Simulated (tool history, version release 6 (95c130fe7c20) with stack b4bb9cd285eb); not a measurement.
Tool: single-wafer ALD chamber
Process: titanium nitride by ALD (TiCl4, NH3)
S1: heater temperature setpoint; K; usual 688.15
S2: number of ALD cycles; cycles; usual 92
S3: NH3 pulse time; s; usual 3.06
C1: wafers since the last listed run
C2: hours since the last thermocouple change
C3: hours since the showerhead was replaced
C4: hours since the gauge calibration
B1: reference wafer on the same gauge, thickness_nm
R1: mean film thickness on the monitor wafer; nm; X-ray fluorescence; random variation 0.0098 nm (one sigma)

{"run": 1, "hour": 0.0, "S1": 688.15, "S2": 92, "S3": 3.06, "C1": 0, "C2": 2235.8, "C3": 7493.0, "C4": 98.5, "B1": 1.908, "R1": 2.075}
{"run": 2, "hour": 12.9, "S1": 688.15, "S2": 92, "S3": 3.53, "C1": 32, "C2": 2248.7, "C3": 7505.9, "C4": 111.4, "B1": 1.91, "R1": 2.068}
{"run": 3, "hour": 40.7, "S1": 688.15, "S2": 92, "S3": 3.53, "C1": 70, "C2": 2276.5, "C3": 7533.7, "C4": 139.2, "B1": 1.912, "R1": 2.052}
{"run": 4, "hour": 60.1, "S1": 688.15, "S2": 92, "S3": 3.53, "C1": 49, "C2": 2295.9, "C3": 7553.1, "C4": 158.6, "B1": 1.91, "R1": 2.075}
{"run": 5, "hour": 75.7, "S1": 688.15, "S2": 105, "S3": 3.06, "C1": 39, "C2": 2311.5, "C3": 7568.7, "C4": 174.2, "B1": 1.91, "R1": 2.341}
{"run": 6, "hour": 96.5, "S1": 688.15, "S2": 105, "S3": 3.06, "C1": 53, "C2": 2332.3, "C3": 7589.5, "C4": 195.0, "B1": 1.91, "R1": 2.371}
{"hour": 119.7, "done": "showerhead replaced"}
{"run": 7, "hour": 120.2, "S1": 688.15, "S2": 105, "S3": 3.06, "C1": 40, "C2": 2356.0, "C3": 0.5, "C4": 218.7, "B1": 1.91, "R1": 2.353}
{"run": 8, "hour": 139.1, "S1": 688.15, "S2": 92, "S3": 3.06, "C1": 48, "C2": 2374.9, "C3": 19.4, "C4": 237.6, "B1": 1.91, "R1": 2.068}
{"hour": 151.0, "done": "thermocouple changed; heater temperature recalibrated"}
{"run": 9, "hour": 169.2, "S1": 701.15, "S2": 84, "S3": 3.71, "C1": 56, "C2": 18.2, "C3": 49.5, "C4": 267.7, "B1": 1.91, "R1": 1.905}
{"run": 10, "hour": 202.7, "S1": 678.15, "S2": 97, "S3": 4.14, "C1": 85, "C2": 51.7, "C3": 83.0, "C4": 301.2, "B1": 1.912, "R1": 2.181}
{"run": 11, "hour": 229.4, "S1": 688.15, "S2": 92, "S3": 2.56, "C1": 68, "C2": 78.4, "C3": 109.7, "C4": 327.9, "B1": 1.91, "R1": 2.07}
{"run": 12, "hour": 245.3, "S1": 688.15, "S2": 92, "S3": 3.06, "C1": 40, "C2": 94.3, "C3": 125.6, "C4": 343.8, "B1": 1.913, "R1": 2.069}
{"hour": 267.7, "done": "gauge calibrated"}
{"run": 13, "hour": 276.6, "S1": 688.15, "S2": 99, "S3": 3.06, "C1": 79, "C2": 125.6, "C3": 156.9, "C4": 8.9, "B1": 1.911, "R1": 2.218}
{"run": 14, "hour": 310.7, "S1": 688.15, "S2": 92, "S3": 3.53, "C1": 86, "C2": 159.7, "C3": 191.0, "C4": 43.0, "B1": 1.909, "R1": 2.068}
{"run": 15, "hour": 331.2, "S1": 679.15, "S2": 104, "S3": 3.06, "C1": 52, "C2": 180.2, "C3": 211.5, "C4": 63.5, "B1": 1.911, "R1": 2.333}
{"run": 16, "hour": 353.3, "S1": 688.15, "S2": 78, "S3": 2.0, "C1": 56, "C2": 202.3, "C3": 233.6, "C4": 85.6, "B1": 1.908, "R1": 1.742}
{"run": 17, "hour": 385.2, "S1": 688.15, "S2": 108, "S3": 3.48, "C1": 81, "C2": 234.2, "C3": 265.5, "C4": 117.5, "B1": 1.908, "R1": 2.421}

4 ways to go on from here, each from the tool as it stands after run 17. What would each give?
{"run": "A", "hour": 385.8, "S1": 688.15, "S2": 92, "S3": 3.06, "C1": 1, "C2": 234.8, "C3": 266.1, "C4": 118.1, "B1": "?", "R1": "?"}
{"run": "B", "hour": 385.8, "S1": 699.15, "S2": 86, "S3": 3.55, "C1": 1, "C2": 234.8, "C3": 266.1, "C4": 118.1, "B1": "?", "R1": "?"}
{"run": "C", "hour": 385.8, "S1": 679.15, "S2": 92, "S3": 3.06, "C1": 1, "C2": 234.8, "C3": 266.1, "C4": 118.1, "B1": "?", "R1": "?"}
{"run": "D", "hour": 385.8, "S1": 681.15, "S2": 78, "S3": 2.53, "C1": 1, "C2": 234.8, "C3": 266.1, "C4": 118.1, "B1": "?", "R1": "?"}

run=A B1=1.907 R1=2.073
run=B B1=1.907 R1=1.944
run=C B1=1.907 R1=2.070
run=D B1=1.907 R1=1.750
Without the tool's hidden state the same runs would have given:
run=A R1=2.073
run=B R1=1.944
run=C R1=2.070
run=D R1=1.750
